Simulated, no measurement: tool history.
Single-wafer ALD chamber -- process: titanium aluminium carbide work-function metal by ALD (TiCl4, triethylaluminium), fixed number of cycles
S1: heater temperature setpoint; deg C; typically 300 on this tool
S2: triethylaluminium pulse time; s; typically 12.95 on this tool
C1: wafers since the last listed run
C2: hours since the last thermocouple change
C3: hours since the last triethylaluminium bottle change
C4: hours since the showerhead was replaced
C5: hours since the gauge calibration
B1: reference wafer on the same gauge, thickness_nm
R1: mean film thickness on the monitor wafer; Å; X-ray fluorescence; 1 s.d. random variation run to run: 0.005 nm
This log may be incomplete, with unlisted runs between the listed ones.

Run 1, hour 0.0: usual settings but S1 289 deg C; C1 0; C2 754.2; C3 1255.0; C4 2976.8; C5 501.3; B1 1.821. Result: R1 18.39 Å.
Run 2, hour 9.9: usual settings but S2 11.42 s; C1 117; C2 764.1; C3 1264.9; C4 2986.7; C5 511.2; B1 1.820. Result: R1 18.67 Å.
Run 3, hour 23.0: usual settings but S2 11.42 s; C1 156; C2 777.2; C3 1278.0; C4 2999.8; C5 524.3; B1 1.820. Result: R1 18.67 Å.
At hour 27.5: gauge calibrated.
Run 4, hour 34.8: usual settings but S2 10.27 s; C1 140; C2 789.0; C3 1289.8; C4 3011.6; C5 7.3; B1 1.820. Result: R1 18.05 Å.
Run 5, hour 42.9: usual settings; C1 96; C2 797.1; C3 1297.9; C4 3019.7; C5 15.4; B1 1.821. Result: R1 19.24 Å.
Run 6, hour 50.8: usual settings; C1 94; C2 805.0; C3 1305.8; C4 3027.6; C5 23.3; B1 1.819. Result: R1 19.20 Å.
Run 7, hour 63.6: usual settings; C1 152; C2 817.8; C3 1318.6; C4 3040.4; C5 36.1; B1 1.820. Result: R1 19.29 Å.
Run 8, hour 72.9: usual settings; C1 110; C2 827.1; C3 1327.9; C4 3049.7; C5 45.4; B1 1.820. Result: R1 19.26 Å.
Run 9, hour 84.8: usual settings; C1 141; C2 839.0; C3 1339.8; C4 3061.6; C5 57.3; B1 1.820. Result: R1 19.24 Å.
Run 10, hour 91.8: usual settings but S2 10.10 s; C1 83; C2 846.0; C3 1346.8; C4 3068.6; C5 64.3; B1 1.819. Result: R1 17.85 Å.
Run 11, hour 107.7: usual settings but S1 305 deg C; C1 189; C2 861.9; C3 1362.7; C4 3084.5; C5 80.2; B1 1.819. Result: R1 19.68 Å.
Run 12, hour 123.6: usual settings; C1 189; C2 877.8; C3 1378.6; C4 3100.4; C5 96.1; B1 1.821. Result: R1 19.15 Å.
Run 13, hour 134.0: usual settings but S1 291 deg C, S2 15.24 s; C1 123; C2 888.2; C3 1389.0; C4 3110.8; C5 106.5; B1 1.819. Result: R1 18.96 Å.
Run 14, hour 140.2: usual settings but S1 294 deg C, S2 9.83 s; C1 73; C2 894.4; C3 1395.2; C4 3117.0; C5 112.7; B1 1.820. Result: R1 17.03 Å.
Run 15, hour 153.9: usual settings; C1 163; C2 908.1; C3 1408.9; C4 3130.7; C5 126.4; B1 1.820. Result: R1 19.10 Å.
Run 16, hour 170.1: usual settings; C1 192; C2 924.3; C3 1425.1; C4 3146.9; C5 142.6; B1 1.820. Result: R1 19.09 Å.
Run 17, hour 178.6: usual settings but S2 17.55 s; C1 101; C2 932.8; C3 1433.6; C4 3155.4; C5 151.1; B1 1.820. Result: R1 20.02 Å.
Run 18, hour 192.1: usual settings but S1 291 deg C, S2 16.50 s; C1 160; C2 946.3; C3 1447.1; C4 3168.9; C5 164.6; B1 1.821. Result: R1 19.15 Å.
At hour 209.5: triethylaluminium bottle replaced.
Run 19, hour 210.0: usual settings but S1 288 deg C, S2 8.19 s; C1 117; C2 964.2; C3 0.5; C4 3186.8; C5 182.5; B1 1.820. Result: R1 17.45 Å.
Run 20, hour 218.0: usual settings but S1 290 deg C, S2 14.46 s; C1 95; C2 972.2; C3 8.5; C4 3194.8; C5 190.5; B1 1.820. Result: R1 19.35 Å.
Run 21, hour 228.9: usual settings but S1 314 deg C, S2 14.67 s; C1 129; C2 983.1; C3 19.4; C4 3205.7; C5 201.4; B1 1.819. Result: R1 21.37 Å.
At hour 240.3: showerhead replaced.
Run 22, hour 243.3: usual settings but S2 9.83 s; C1 76; C2 997.5; C3 33.8; C4 3.0; C5 215.8; B1 1.819. Result: R1 19.23 Å.
At hour 255.8: thermocouple changed; heater temperature recalibrated.
Run 23, hour 256.3: usual settings but S1 311 deg C, S2 9.59 s; C1 59; C2 0.5; C3 46.8; C4 16.0; C5 228.8; B1 1.818. Result: R1 19.72 Å.
Run 24, hour 259.7: usual settings but S1 286 deg C, S2 17.00 s; C1 40; C2 3.9; C3 50.2; C4 19.4; C5 232.2; B1 1.820. Result: R1 18.69 Å.
Run 25, hour 268.0: usual settings; C1 98; C2 12.2; C3 58.5; C4 27.7; C5 240.5; B1 1.819. Result: R1 19.72 Å.
Run 26, hour 287.9: usual settings but S1 286 deg C; C1 237; C2 32.1; C3 78.4; C4 47.6; C5 260.4; B1 1.819. Result: R1 18.44 Å.
Run 27, hour 299.5: usual settings but S1 312 deg C, S2 14.39 s; C1 138; C2 43.7; C3 90.0; C4 59.2; C5 272.0; B1 1.820. Result: R1 20.78 Å.
Run 28, hour 308.3: usual settings but S1 304 deg C, S2 15.00 s; C1 104; C2 52.5; C3 98.8; C4 68.0; C5 280.8; B1 1.820. Result: R1 20.16 Å.
Run 29, hour 320.4: usual settings; C1 144; C2 64.6; C3 110.9; C4 80.1; C5 292.9; B1 1.820. Result: R1 19.65 Å.
Run 30, hour 330.7: usual settings but S2 7.81 s; C1 122; C2 74.9; C3 121.2; C4 90.4; C5 303.2; B1 1.820. Result: R1 17.56 Å.
Run 31, hour 340.3: usual settings but S1 313 deg C, S2 14.89 s; C1 114; C2 84.5; C3 130.8; C4 100.0; C5 312.8; B1 1.820. Result: R1 20.91 Å.
Run 32, hour 348.6: usual settings; C1 98; C2 92.8; C3 139.1; C4 108.3; C5 321.1; B1 1.820. Result: R1 19.73 Å.
Run 33, hour 362.6: usual settings but S2 9.41 s; C1 166; C2 106.8; C3 153.1; C4 122.3; C5 335.1; B1 1.819. Result: R1 18.75 Å.

Forecast each of these 4 alternatives for the next run:
Run A, hour 363.0: usual settings but S1 307 deg C; C1 4; C2 107.2; C3 153.5; C4 122.7; C5 335.5; B1 ?. Result: R1 ?.
Run B, hour 363.0: usual settings but S1 304 deg C, S2 9.06 s; C1 4; C2 107.2; C3 153.5; C4 122.7; C5 335.5; B1 ?. Result: R1 ?.
Run C, hour 363.0: usual settings but S1 306 deg C, S2 17.87 s; C1 4; C2 107.2; C3 153.5; C4 122.7; C5 335.5; B1 ?. Result: R1 ?.
Run D, hour 363.0: usual settings but S1 293 deg C, S2 9.24 s; C1 4; C2 107.2; C3 153.5; C4 122.7; C5 335.5; B1 ?. Result: R1 ?.

run     B1     R1
  A  1.821  20.27
  B  1.821  18.83
  C  1.821  20.44
  D  1.821  18.07
Take away the tool's hidden state, keep each run's random variation, and the runs would have read:
run     R1
  A  20.23
  B  18.91
  C  20.36
  D  18.14
